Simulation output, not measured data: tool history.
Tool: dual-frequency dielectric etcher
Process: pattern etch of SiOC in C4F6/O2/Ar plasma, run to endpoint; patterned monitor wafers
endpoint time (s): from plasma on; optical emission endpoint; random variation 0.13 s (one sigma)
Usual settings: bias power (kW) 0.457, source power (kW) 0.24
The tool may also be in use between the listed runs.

| run | hour | bias power (kW) | source power (kW) | incoming incoming film thickness, nm | endpoint time (s) |
|---|---|---|---|---|---|
| 1 | 0 | 0.425 | 0.26 | 34.19 | 15.9 |
| 2 | 25.5 | 0.457 | 0.24 | 34.1 | 15.6 |
| 3 | 60.4 | 0.457 | 0.24 | 33.82 | 15.4 |
|  | 126.6 | wet clean of the chamber |
| 4 | 127.1 | 0.457 | 0.24 | 34.54 | 15.4 |
| 5 | 133.8 | 0.457 | 0.24 | 34.44 | 15.2 |
| 6 | 160.2 | 0.457 | 0.28 | 34.18 | 14.2 |
| 7 | 209.7 | 0.457 | 0.28 | 34.07 | 14.2 |
| 8 | 241.2 | 0.457 | 0.24 | 34.37 | 15.4 |
| 9 | 267 | 0.457 | 0.24 | 34.32 | 15.3 |
| 10 | 301.2 | 0.457 | 0.24 | 34.52 | 15.4 |
| 11 | 354.4 | 0.457 | 0.24 | 34.34 | 15.6 |
| 12 | 423 | 0.457 | 0.24 | 34.55 | 15.9 |
| 13 | 473 | 0.457 | 0.24 | 34.34 | 15.8 |
| 14 | 544.3 | 0.457 | 0.24 | 34.17 | 15.6 |
|  | 551.3 | bias power generator calibrated |
|  | 609.9 | upper electrode replaced |
| 15 | 610.4 | 0.457 | 0.24 | 34.17 | 15.8 |
| 16 | 653.3 | 0.383 | 0.26 | 34.31 | 16.8 |
|  | 733.9 | wet clean of the chamber |
| 17 | 734.4 | 0.457 | 0.24 | 34.07 | 15.1 |
| 18 | 777.9 | 0.406 | 0.2 | 34.32 | 17.7 |
| 19 | 838.9 | 0.457 | 0.19 | 34.2 | 17 |
| 20 | 1025.5 | 0.358 | 0.19 | 34.44 | 20.2 |
|  | 1076.2 | source power generator calibrated |
| 21 | 1076.7 | 0.393 | 0.24 | 34.23 | 16.7 |
| 22 | 1130.5 | 0.457 | 0.2 | 34.3 | 17.3 |
| 23 | 1197.3 | 0.563 | 0.26 | 34.07 | 13.6 |
| 24 | 1228.1 | 0.361 | 0.24 | 34.54 | 18.1 |
| 25 | 1257.6 | 0.505 | 0.2 | 34.17 | 16.3 |
| 26 | 1311.9 | 0.457 | 0.29 | 34.13 | 14.8 |
| 27 | 1350.9 | 0.457 | 0.22 | 34.28 | 16.8 |
|  | 1420.6 | wet clean of the chamber |
| 28 | 1421.1 | 0.457 | 0.19 | 34.18 | 17.1 |
| 29 | 1468.3 | 0.514 | 0.29 | 34.28 | 13.4 |
| 30 | 1494 | 0.457 | 0.24 | 34.42 | 15.5 |
| 31 | 1547.6 | 0.493 | 0.2 | 34.14 | 16.1 |
| 32 | 1575.6 | 0.351 | 0.21 | 33.98 | 18.8 |
| 33 | 1627.8 | 0.38 | 0.24 | 34.3 | 17.2 |

Forecast each of these 5 alternatives for the next run:
| A | 1628.2 | 0.457 | 0.24 | 34.08 | ? |
| B | 1628.2 | 0.457 | 0.18 | 34.08 | ? |
| C | 1628.2 | 0.491 | 0.28 | 34.08 | ? |
| D | 1628.2 | 0.354 | 0.2 | 34.08 | ? |
| E | 1628.2 | 0.564 | 0.28 | 34.08 | ? |

| run | endpoint time (s) |
|---|---|
| A | 15.4 |
| B | 17.5 |
| C | 13.9 |
| D | 19.1 |
| E | 13 |
Without the tool's hidden state the same runs would have given:
| run | endpoint time (s) |
|---|---|
| A | 14.9 |
| B | 16.9 |
| C | 13.5 |
| D | 18.5 |
| E | 12.6 |
